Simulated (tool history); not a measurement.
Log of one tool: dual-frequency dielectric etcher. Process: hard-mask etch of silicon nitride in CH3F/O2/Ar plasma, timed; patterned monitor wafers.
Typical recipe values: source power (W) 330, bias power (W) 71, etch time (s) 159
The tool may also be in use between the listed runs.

run   hour  source power (W)  bias power (W)  etch time (s)  wafers since the last listed run  hours since the last wet clean  hours since the last source power generator calibration  hours since the last bias power generator calibration  hours since the last upper electrode change  hours since the gauge calibration  read-back reference wafer on the same gauge, depth_nm  mean etch depth across the wafer (nm)
  1      0               330              71            159                                 0                           222.6                                                   1475.6                                                 3982.8                                       3862.7                              235.3                                                  117.2                                  120.2
  2   88.4               330              71            159                               840                             311                                                     1564                                                 4071.2                                       3951.1                              323.7                                                  117.2                                  119.6
  3  105.2               330              63            159                               159                           327.8                                                   1580.8                                                   4088                                       3967.9                              340.5                                                  116.9                                  112.4
  4  131.7               330              63            159                               251                           354.3                                                   1607.3                                                 4114.5                                       3994.4                                367                                                  117.1                                  112.9
  5  229.2               330              71            159                               926                           451.8                                                   1704.8                                                   4212                                       4091.9                              464.5                                                  116.9                                  117.3
  6  241.8               330              71            159                               119                           464.4                                                   1717.4                                                 4224.6                                       4104.5                              477.1                                                  117.1                                    117
  7  260.7               330              71            159                               179                           483.3                                                   1736.3                                                 4243.5                                       4123.4                                496                                                    117                                  115.1
     292.5  -- wet clean of the chamber
  8    293               330              84            159                                78                             0.5                                                   1768.6                                                 4275.8                                       4155.7                              528.3                                                  117.1                                  131.5
  9  293.5               330              84            159                                 4                               1                                                   1769.1                                                 4276.3                                       4156.2                              528.8                                                    117                                  129.9
     323.3  -- gauge calibrated
 10  378.3               330              71            122                               805                            85.8                                                   1853.9                                                 4361.1                                         4241                                 55                                                  116.9                                   93.7
 11    393               330              71            122                               139                           100.5                                                   1868.6                                                 4375.8                                       4255.7                               69.7                                                    117                                   93.1
 12  421.2               330              71            159                               267                           128.7                                                   1896.8                                                   4404                                       4283.9                               97.9                                                    117                                    121
 13  447.5               330              71            159                               249                             155                                                   1923.1                                                 4430.3                                       4310.2                              124.2                                                    117                                  121.1
 14  471.9               290              71            200                               231                           179.4                                                   1947.5                                                 4454.7                                       4334.6                              148.6                                                  117.1                                  143.1
     519.8  -- upper electrode replaced
 15  520.3               280              81          188.5                               231                           227.8                                                   1995.9                                                 4503.1                                          0.5                                197                                                  117.1                                  138.7
 16  524.4               280              83          127.5                                38                           231.9                                                     2000                                                 4507.2                                          4.6                              201.1                                                  117.1                                   93.8
 17  557.6               330              58            159                               315                           265.1                                                   2033.2                                                 4540.4                                         37.8                              234.3                                                  116.9                                  110.4
 18  590.4               380              81            159                               311                           297.9                                                     2066                                                 4573.2                                         70.6                              267.1                                                  117.1                                  134.6
 19  616.1               330              58            159                               244                           323.6                                                   2091.7                                                 4598.9                                         96.3                              292.8                                                    117                                  110.5
     631.1  -- source power generator calibrated
     644.9  -- bias power generator calibrated
 20  645.4               350              55            159                               202                           352.9                                                     14.3                                                    0.5                                        125.6                              322.1                                                  116.9                                  111.7
 21  658.1               260              71          121.5                               120                           365.6                                                       27                                                   13.2                                        138.3                              334.8                                                    117                                   79.9
 22  682.5               330              71            159                               231                             390                                                     51.4                                                   37.6                                        162.7                              359.2                                                  117.1                                  116.6
     708.7  -- wet clean of the chamber
 23  724.3               370              71            189                               169                            15.6                                                     93.2                                                   79.4                                        204.5                                401                                                  117.1                                  153.1
 24  772.4               390              88            159                               457                            63.7                                                    141.3                                                  127.5                                        252.6                              449.1                                                    117                                  142.2
 25    803               370              71          141.5                               290                            94.3                                                    171.9                                                  158.1                                        283.2                              479.7                                                  116.9                                  113.9
 26  819.6               410              71            190                               157                           110.9                                                    188.5                                                  174.7                                        299.8                              496.3                                                    117                                  159.7
 27  854.5               330              63            159                               331                           145.8                                                    223.4                                                  209.6                                        334.7                              531.2                                                    117                                  115.2
     866.8  -- gauge calibrated
 28  925.7               330              71            159                               676                             217                                                    294.6                                                  280.8                                        405.9                               58.9                                                  116.9                                  118.9
 29  947.4               270              71            159                               206                           238.7                                                    316.3                                                  302.5                                        427.6                               80.6                                                    117                                  108.7
 30  971.7               300              87          173.5                               230                             263                                                    340.6                                                  326.8                                        451.9                              104.9                                                    117                                  133.4
 31  992.1               380              56          114.5                               193                           283.4                                                      361                                                  347.2                                        472.3                              125.3                                                  116.9                                   84.2

3 options for the next run, each taken on its own from the tool as it stands now. Forecast them:
  A  992.6               330              76            159                                 4                           283.9                                                    361.5                                                  347.7                                        472.8                              125.8                                                      ?                                      ?
  B  992.6               260              71            202                                 4                           283.9                                                    361.5                                                  347.7                                        472.8                              125.8                                                      ?                                      ?
  C  992.6               330              71          178.5                                 4                           283.9                                                    361.5                                                  347.7                                        472.8                              125.8                                                      ?                                      ?

run  read-back reference wafer on the same gauge, depth_nm  mean etch depth across the wafer (nm)
  A                                                  116.9                                  121.3
  B                                                  116.9                                  134.4
  C                                                  116.9                                  132.9
With the hidden condition removed and each run's random variation left untouched, the same runs would have given:
run  mean etch depth across the wafer (nm)
  A                                  125.2
  B                                  138.8
  C                                  137.2

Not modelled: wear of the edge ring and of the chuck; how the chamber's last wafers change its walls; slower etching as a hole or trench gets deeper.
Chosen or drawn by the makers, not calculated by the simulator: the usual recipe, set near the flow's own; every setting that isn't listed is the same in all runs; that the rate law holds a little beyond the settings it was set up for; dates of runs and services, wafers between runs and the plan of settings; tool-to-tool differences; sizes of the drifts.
